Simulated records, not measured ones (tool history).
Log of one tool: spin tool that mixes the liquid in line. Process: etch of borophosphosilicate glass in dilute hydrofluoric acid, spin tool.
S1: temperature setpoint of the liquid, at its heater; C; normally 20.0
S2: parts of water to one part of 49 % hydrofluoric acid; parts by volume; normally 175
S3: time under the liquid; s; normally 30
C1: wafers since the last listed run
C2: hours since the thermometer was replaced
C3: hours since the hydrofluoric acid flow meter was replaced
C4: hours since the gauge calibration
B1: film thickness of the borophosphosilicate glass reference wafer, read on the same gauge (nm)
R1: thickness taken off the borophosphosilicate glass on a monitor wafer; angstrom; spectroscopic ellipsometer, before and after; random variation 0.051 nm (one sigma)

run	hour	S1	S2	S3	C1	C2	C3	C4	B1	R1
1	0.0	20.0	175	30	0	1091.7	693.2	967.2	79.98	75.5
2	76.9	20.0	175	30	1579	1168.6	770.1	1044.1	80.01	76.1
3	170.4	20.0	175	30	1920	1262.1	863.6	1137.6	80.00	74.2
4	258.4	20.0	175	30	1807	1350.1	951.6	1225.6	80.03	74.4
5	302.4	20.0	175	30	903	1394.1	995.6	1269.6	79.97	73.7
6	527.0	20.0	175	20	4613	1618.7	1220.2	1494.2	80.01	49.5
# hour 619.9: hydrofluoric acid flow meter replaced
7	627.7	20.0	175	30	2047	1719.4	7.8	1594.9	79.99	74.6
8	688.5	20.0	175	30	1248	1780.2	68.6	1655.7	79.97	72.7
9	779.4	20.0	175	30	1867	1871.1	159.5	1746.6	80.01	73.1
10	869.8	20.0	175	30	1856	1961.5	249.9	1837.0	79.99	72.8
11	914.7	20.0	175	15	922	2006.4	294.8	1881.9	79.96	36.1
12	1013.1	20.0	175	15	2021	2104.8	393.2	1980.3	79.98	36.4
13	1097.2	20.0	175	15	1727	2188.9	477.3	2064.4	79.98	36.1
# hour 1128.5: thermometer replaced
14	1218.9	22.0	175	45	2479	90.4	599.0	2186.1	80.03	126.4
15	1302.9	20.0	240	40	1725	174.4	683.0	2270.1	80.01	69.9
16	1375.2	20.0	175	20	1485	246.7	755.3	2342.4	79.98	51.7
17	1466.7	20.0	125	30	1879	338.2	846.8	2433.9	80.01	113.7
18	1553.4	20.0	175	30	1780	424.9	933.5	2520.6	79.97	75.9
# hour 1564.5: gauge calibrated
19	1630.7	17.5	175	30	1587	502.2	1010.8	66.2	80.01	68.7
20	1685.0	20.0	175	50	1115	556.5	1065.1	120.5	80.05	127.9
21	1750.1	21.5	135	30	1337	621.6	1130.2	185.6	80.03	109.2
# hour 1803.1: hydrofluoric acid flow meter replaced
22	1856.6	24.0	120	30	2166	728.1	53.5	292.1	80.01	138.2
23	1950.8	17.0	175	45	1934	822.3	147.7	386.3	80.03	100.9
24	2011.4	23.5	175	30	1244	882.9	208.3	446.9	80.01	86.9
25	2072.7	20.0	175	30	1259	944.2	269.6	508.2	80.05	75.5
26	2117.1	22.0	175	20	911	988.6	314.0	552.6	79.96	54.0
27	2159.1	18.0	240	50	862	1030.6	356.0	594.6	79.99	80.4
28	2206.2	20.0	245	45	967	1077.7	403.1	641.7	80.02	74.9
29	2308.7	20.0	175	30	2105	1180.2	505.6	744.2	79.99	75.0
30	2410.3	23.0	175	30	2086	1281.8	607.2	845.8	80.01	84.1
31	2492.0	20.0	175	30	1678	1363.5	688.9	927.5	80.01	73.9

Here are 5 independent what-if runs from the current tool condition. What would each one return?
A	2492.4	22.5	175	30	8	1363.9	689.3	927.9	?	?
B	2492.4	20.0	125	50	8	1363.9	689.3	927.9	?	?
C	2492.4	20.0	105	25	8	1363.9	689.3	927.9	?	?
D	2492.4	20.0	260	30	8	1363.9	689.3	927.9	?	?
E	2492.4	22.5	175	40	8	1363.9	689.3	927.9	?	?

run	B1	R1
A	80.02	82.9
B	80.02	184.5
C	80.02	112.2
D	80.02	46.7
E	80.02	110.6
Without the tool's hidden state the same runs would have given:
run	R1
A	86.9
B	194.0
C	118.0
D	48.9
E	115.9
